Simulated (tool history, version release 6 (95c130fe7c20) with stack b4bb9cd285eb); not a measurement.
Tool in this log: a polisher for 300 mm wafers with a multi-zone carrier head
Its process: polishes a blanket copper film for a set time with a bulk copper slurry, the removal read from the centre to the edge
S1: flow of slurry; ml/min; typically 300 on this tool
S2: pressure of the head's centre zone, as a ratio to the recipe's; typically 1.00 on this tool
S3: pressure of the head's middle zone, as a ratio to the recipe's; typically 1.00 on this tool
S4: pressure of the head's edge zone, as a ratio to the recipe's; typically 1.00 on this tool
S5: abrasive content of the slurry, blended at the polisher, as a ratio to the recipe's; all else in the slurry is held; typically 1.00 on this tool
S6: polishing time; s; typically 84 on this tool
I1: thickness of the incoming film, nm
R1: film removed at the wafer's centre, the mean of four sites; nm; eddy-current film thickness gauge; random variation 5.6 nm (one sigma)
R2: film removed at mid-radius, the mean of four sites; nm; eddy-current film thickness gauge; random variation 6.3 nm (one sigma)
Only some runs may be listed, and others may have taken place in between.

run    hour   S1    S2    S3    S4    S5  S6      I1     R1     R2
  1     0.0  300  1.00  1.00  1.00  1.00  84  2844.5  756.3  800.2
       69.4  -- worn pad replaced by a new one
  2    69.9  300  1.00  1.00  1.00  1.00  84  2811.7  754.7  808.7
  3   113.4  300  1.00  1.00  1.00  1.00  84  2852.5  747.1  803.9
  4   151.2  300  1.00  1.00  0.96  1.15  84  2767.1  762.2  811.2
  5   221.8  370  0.89  1.00  1.00  1.00  84  2798.9  676.0  807.9
  6   260.8  300  0.94  1.07  0.96  1.00  84  2785.1  700.9  842.8
  7   327.5  255  1.11  1.00  1.00  1.00  84  2809.2  810.6  776.6
      368.0  -- slurry nozzle cleaned
      372.5  -- centre zone pressure recalibrated
  8   372.9  300  1.00  1.00  1.00  1.25  84  2796.6  810.8  829.2
      392.9  -- worn pad replaced by a new one
  9   433.3  300  1.00  1.00  1.00  0.80  84  2825.4  749.6  763.6
 10   461.3  300  1.00  1.07  1.00  0.75  84  2853.1  744.0  792.0
 11   492.9  300  1.04  1.00  1.00  1.15  84  2875.4  825.8  822.4
      548.3  -- edge zone pressure recalibrated
 12   548.8  245  1.00  1.00  0.97  1.25  76  2804.5  716.3  730.2
 13   609.6  205  0.90  1.00  1.09  1.00  84  2823.6  667.5  766.3
 14   650.1  395  1.00  1.00  1.03  1.00  84  2824.9  773.1  818.0
      701.9  -- carrier head's membrane replaced by a new one
      719.8  -- worn pad replaced by a new one
 15   720.3  300  1.00  1.00  1.00  1.00  84  2856.2  761.8  789.3
 16   782.6  300  1.00  1.00  1.00  0.90  84  2812.8  739.6  783.9
 17   854.2  300  1.00  1.00  1.00  1.00  84  2784.3  761.0  799.2
      883.0  -- slurry nozzle cleaned
 18   886.3  300  0.97  1.00  1.00  1.00  84  2859.3  739.9  793.8
 19   945.6  300  1.11  1.00  1.00  1.00  84  2802.3  835.1  790.1
 20  1040.7  300  1.00  1.00  1.00  1.00  84  2815.6  750.5  803.3

Consider 5 possible next runs. They are alternatives, not a sequence: every one starts from the tool as it was left by run 20. What does each give?
  A  1041.1  300  1.00  0.89  1.00  1.00   84  2823.3   ?   ?
  B  1041.1  215  1.00  0.90  0.91  1.00   84  2823.3   ?   ?
  C  1041.1  300  1.00  1.00  1.00  1.00   62  2823.3   ?   ?
  D  1041.1  300  1.00  0.95  1.00  1.00  103  2823.3   ?   ?
  E  1041.1  300  0.93  1.07  0.93  0.75   84  2823.3   ?   ?

run     R1     R2
  A  750.4  721.3
  B  723.5  704.4
  C  554.3  586.9
  D  920.5  933.8
  E  662.7  799.7
Stripped of hidden state, with their random variation kept, the same runs would have yielded:
run     R1     R2
  A  787.6  721.1
  B  759.3  704.3
  C  581.7  586.7
  D  966.1  933.6
  E  695.7  799.5
